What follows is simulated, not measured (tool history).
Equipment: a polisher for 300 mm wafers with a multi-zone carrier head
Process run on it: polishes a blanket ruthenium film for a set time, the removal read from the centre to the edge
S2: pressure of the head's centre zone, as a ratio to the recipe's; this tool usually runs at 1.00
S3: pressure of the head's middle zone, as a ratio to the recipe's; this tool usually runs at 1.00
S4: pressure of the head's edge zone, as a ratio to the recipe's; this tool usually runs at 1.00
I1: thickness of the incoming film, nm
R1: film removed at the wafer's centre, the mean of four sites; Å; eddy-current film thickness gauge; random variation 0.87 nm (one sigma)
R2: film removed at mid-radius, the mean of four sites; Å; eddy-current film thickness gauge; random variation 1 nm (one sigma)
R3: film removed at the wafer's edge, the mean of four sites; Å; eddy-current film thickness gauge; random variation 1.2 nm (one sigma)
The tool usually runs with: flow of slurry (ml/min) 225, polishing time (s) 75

{"run": 1, "hour": 0.0, "flow of slurry (ml/min)": 225, "S2": 1.0, "S3": 1.0, "S4": 1.04, "polishing time (s)": 75, "I1": 396.1, "R1": 1159, "R2": 1138, "R3": 1181}
{"run": 2, "hour": 15.6, "flow of slurry (ml/min)": 225, "S2": 1.0, "S3": 1.0, "S4": 1.04, "polishing time (s)": 75, "I1": 392.3, "R1": 1156, "R2": 1131, "R3": 1171}
{"run": 3, "hour": 27.7, "flow of slurry (ml/min)": 225, "S2": 1.0, "S3": 1.0, "S4": 1.0, "polishing time (s)": 75, "I1": 391.8, "R1": 1141, "R2": 1134, "R3": 1143}
{"run": 4, "hour": 49.7, "flow of slurry (ml/min)": 225, "S2": 0.97, "S3": 1.0, "S4": 1.0, "polishing time (s)": 59, "I1": 388.0, "R1": 878, "R2": 882, "R3": 890}
{"run": 5, "hour": 79.2, "flow of slurry (ml/min)": 225, "S2": 0.97, "S3": 1.0, "S4": 1.0, "polishing time (s)": 59, "I1": 398.2, "R1": 874, "R2": 866, "R3": 886}
{"hour": 100.6, "done": "worn pad replaced by a new one"}
{"run": 6, "hour": 101.1, "flow of slurry (ml/min)": 225, "S2": 1.0, "S3": 1.0, "S4": 0.93, "polishing time (s)": 75, "I1": 387.8, "R1": 1206, "R2": 1172, "R3": 1141}
{"run": 7, "hour": 123.2, "flow of slurry (ml/min)": 225, "S2": 1.0, "S3": 1.0, "S4": 0.93, "polishing time (s)": 75, "I1": 384.5, "R1": 1174, "R2": 1173, "R3": 1130}
{"run": 8, "hour": 144.5, "flow of slurry (ml/min)": 225, "S2": 1.0, "S3": 1.0, "S4": 0.93, "polishing time (s)": 75, "I1": 389.1, "R1": 1171, "R2": 1119, "R3": 1097}
{"run": 9, "hour": 160.8, "flow of slurry (ml/min)": 225, "S2": 1.0, "S3": 1.0, "S4": 1.0, "polishing time (s)": 75, "I1": 390.5, "R1": 1146, "R2": 1132, "R3": 1143}
{"run": 10, "hour": 179.4, "flow of slurry (ml/min)": 225, "S2": 1.0, "S3": 1.0, "S4": 1.0, "polishing time (s)": 75, "I1": 394.9, "R1": 1148, "R2": 1123, "R3": 1126}
{"run": 11, "hour": 192.2, "flow of slurry (ml/min)": 225, "S2": 1.0, "S3": 1.0, "S4": 1.06, "polishing time (s)": 75, "I1": 385.9, "R1": 1146, "R2": 1102, "R3": 1151}
{"hour": 202.3, "done": "carrier head's membrane replaced by a new one"}
{"hour": 222.4, "done": "worn pad replaced by a new one"}
{"run": 12, "hour": 222.9, "flow of slurry (ml/min)": 180, "S2": 1.0, "S3": 1.05, "S4": 1.0, "polishing time (s)": 96, "I1": 383.3, "R1": 1509, "R2": 1514, "R3": 1514}
{"run": 13, "hour": 239.5, "flow of slurry (ml/min)": 275, "S2": 1.0, "S3": 1.0, "S4": 1.0, "polishing time (s)": 75, "I1": 391.1, "R1": 1214, "R2": 1190, "R3": 1231}
{"hour": 261.4, "done": "centre zone pressure recalibrated"}
{"run": 14, "hour": 274.4, "flow of slurry (ml/min)": 225, "S2": 1.0, "S3": 0.91, "S4": 1.0, "polishing time (s)": 75, "I1": 390.4, "R1": 1157, "R2": 1039, "R3": 1140}
{"run": 15, "hour": 307.1, "flow of slurry (ml/min)": 225, "S2": 1.0, "S3": 1.08, "S4": 1.0, "polishing time (s)": 75, "I1": 394.8, "R1": 1140, "R2": 1206, "R3": 1145}
{"hour": 309.6, "done": "edge zone pressure recalibrated"}
{"run": 16, "hour": 336.9, "flow of slurry (ml/min)": 225, "S2": 0.92, "S3": 1.0, "S4": 0.93, "polishing time (s)": 92, "I1": 394.6, "R1": 1279, "R2": 1384, "R3": 1334}
{"hour": 354.2, "done": "worn pad replaced by a new one"}
{"hour": 361.0, "done": "slurry nozzle cleaned"}
{"run": 17, "hour": 375.4, "flow of slurry (ml/min)": 225, "S2": 1.0, "S3": 1.0, "S4": 1.0, "polishing time (s)": 75, "I1": 386.7, "R1": 1191, "R2": 1150, "R3": 1176}
{"run": 18, "hour": 411.2, "flow of slurry (ml/min)": 225, "S2": 1.0, "S3": 1.0, "S4": 1.0, "polishing time (s)": 75, "I1": 387.5, "R1": 1173, "R2": 1139, "R3": 1147}
{"run": 19, "hour": 441.4, "flow of slurry (ml/min)": 245, "S2": 1.0, "S3": 0.88, "S4": 1.0, "polishing time (s)": 55, "I1": 392.9, "R1": 861, "R2": 754, "R3": 843}
{"run": 20, "hour": 461.2, "flow of slurry (ml/min)": 225, "S2": 1.0, "S3": 1.0, "S4": 1.03, "polishing time (s)": 75, "I1": 395.0, "R1": 1144, "R2": 1113, "R3": 1165}
{"run": 21, "hour": 483.5, "flow of slurry (ml/min)": 225, "S2": 1.0, "S3": 1.0, "S4": 1.0, "polishing time (s)": 75, "I1": 387.3, "R1": 1135, "R2": 1114, "R3": 1138}

Each row is a separate what-if for the run after 21, all from the same tool condition, not one after another. Results?
{"run": "A", "hour": 483.9, "flow of slurry (ml/min)": 225, "S2": 1.0, "S3": 1.0, "S4": 1.0, "polishing time (s)": 75, "I1": 385.9, "R1": "?", "R2": "?", "R3": "?"}
{"run": "B", "hour": 483.9, "flow of slurry (ml/min)": 255, "S2": 0.9, "S3": 1.04, "S4": 0.91, "polishing time (s)": 75, "I1": 385.9, "R1": "?", "R2": "?", "R3": "?"}
{"run": "C", "hour": 483.9, "flow of slurry (ml/min)": 225, "S2": 1.0, "S3": 1.1, "S4": 1.0, "polishing time (s)": 95, "I1": 385.9, "R1": "?", "R2": "?", "R3": "?"}
{"run": "D", "hour": 483.9, "flow of slurry (ml/min)": 225, "S2": 1.0, "S3": 1.04, "S4": 1.04, "polishing time (s)": 90, "I1": 385.9, "R1": "?", "R2": "?", "R3": "?"}
{"run": "E", "hour": 483.9, "flow of slurry (ml/min)": 225, "S2": 1.0, "S3": 1.1, "S4": 1.12, "polishing time (s)": 75, "I1": 385.9, "R1": "?", "R2": "?", "R3": "?"}

run=A R1=1134 R2=1140 R3=1120
run=B R1=1038 R2=1198 R3=1083
run=C R1=1437 R2=1566 R3=1416
run=D R1=1361 R2=1414 R3=1369
run=E R1=1135 R2=1236 R3=1182
The same runs, with their run-to-run variation unchanged, on a tool lacking any hidden condition would have given:
run=A R1=1207 R2=1213 R3=1192
run=B R1=1105 R2=1275 R3=1153
run=C R1=1530 R2=1667 R3=1507
run=D R1=1449 R2=1505 R3=1457
run=E R1=1208 R2=1316 R3=1259

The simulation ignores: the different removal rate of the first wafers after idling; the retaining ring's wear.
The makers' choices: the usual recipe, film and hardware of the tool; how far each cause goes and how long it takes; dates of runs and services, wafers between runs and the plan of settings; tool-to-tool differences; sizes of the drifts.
